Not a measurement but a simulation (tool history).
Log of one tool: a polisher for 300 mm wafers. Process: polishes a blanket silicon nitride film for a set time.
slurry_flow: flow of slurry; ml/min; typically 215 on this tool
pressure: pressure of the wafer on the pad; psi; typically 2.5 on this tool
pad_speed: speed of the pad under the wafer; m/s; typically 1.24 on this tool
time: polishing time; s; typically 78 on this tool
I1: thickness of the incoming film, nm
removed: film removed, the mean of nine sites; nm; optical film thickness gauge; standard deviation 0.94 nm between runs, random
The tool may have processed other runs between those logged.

run 1 hour=0 | slurry_flow=215 pressure=2.5 pad_speed=1.24 time=78 | I1=592.6 | removed=120.5
run 2 hour=35.2 | slurry_flow=215 pressure=2.5 pad_speed=1.24 time=78 | I1=606.5 | removed=120.8
run 3 hour=67.6 | slurry_flow=215 pressure=2.5 pad_speed=1.24 time=78 | I1=601 | removed=118.1
run 4 hour=125.5 | slurry_flow=215 pressure=2.5 pad_speed=1.24 time=78 | I1=600.1 | removed=118.3
-- hour=143.7 slurry nozzle cleaned
-- hour=179.2 worn pad replaced by a new one
run 5 hour=203.4 | slurry_flow=215 pressure=2.9 pad_speed=1.24 time=78 | I1=597.4 | removed=139
run 6 hour=224.3 | slurry_flow=215 pressure=2.9 pad_speed=1.24 time=78 | I1=603.8 | removed=139.9
run 7 hour=242.7 | slurry_flow=215 pressure=2.5 pad_speed=1.24 time=67 | I1=587.4 | removed=103
run 8 hour=264.8 | slurry_flow=215 pressure=2.5 pad_speed=1.24 time=67 | I1=608 | removed=102.3
run 9 hour=276.9 | slurry_flow=215 pressure=2.5 pad_speed=1.24 time=67 | I1=588.3 | removed=101.9
run 10 hour=292.1 | slurry_flow=215 pressure=2.5 pad_speed=1.24 time=78 | I1=598.4 | removed=118.3
run 11 hour=318.3 | slurry_flow=215 pressure=1.9 pad_speed=1.24 time=78 | I1=599.5 | removed=91.3
run 12 hour=348.5 | slurry_flow=215 pressure=1.9 pad_speed=1.24 time=78 | I1=594 | removed=90.4
run 13 hour=382.4 | slurry_flow=215 pressure=1.9 pad_speed=1.24 time=78 | I1=598.8 | removed=90.5
-- hour=386.9 worn pad replaced by a new one
run 14 hour=398.4 | slurry_flow=200 pressure=2.5 pad_speed=1.24 time=62 | I1=591 | removed=94.5
-- hour=426.3 head pressure recalibrated
run 15 hour=426.8 | slurry_flow=200 pressure=2.5 pad_speed=1.24 time=62 | I1=595.4 | removed=95.3
-- hour=431.9 slurry nozzle cleaned
run 16 hour=458.2 | slurry_flow=200 pressure=2.5 pad_speed=1.24 time=62 | I1=604.8 | removed=95.9
run 17 hour=481.3 | slurry_flow=215 pressure=2.5 pad_speed=1.24 time=78 | I1=600.9 | removed=120.5
run 18 hour=513.5 | slurry_flow=215 pressure=2.5 pad_speed=1.24 time=78 | I1=597 | removed=120.4
run 19 hour=535.2 | slurry_flow=215 pressure=2.5 pad_speed=1.24 time=67 | I1=592.7 | removed=103.4
-- hour=574.7 worn pad replaced by a new one
run 20 hour=575.2 | slurry_flow=215 pressure=2.5 pad_speed=0.88 time=54 | I1=602.9 | removed=69.2
run 21 hour=602.3 | slurry_flow=255 pressure=2.7 pad_speed=1.24 time=87 | I1=607.1 | removed=146.5
run 22 hour=631.5 | slurry_flow=215 pressure=2.5 pad_speed=1.24 time=78 | I1=596.3 | removed=118.6
run 23 hour=661.1 | slurry_flow=215 pressure=2.5 pad_speed=1.24 time=78 | I1=600.6 | removed=119.5

What will run 24 give?
run 24 hour=678.5 | slurry_flow=215 pressure=2.5 pad_speed=1.24 time=67 | I1=605 | removed=?

removed: 104.1 nm
Take away the tool's hidden state, keep the run-to-run variation as it was, and the same run would have given removed 104.1 nm.
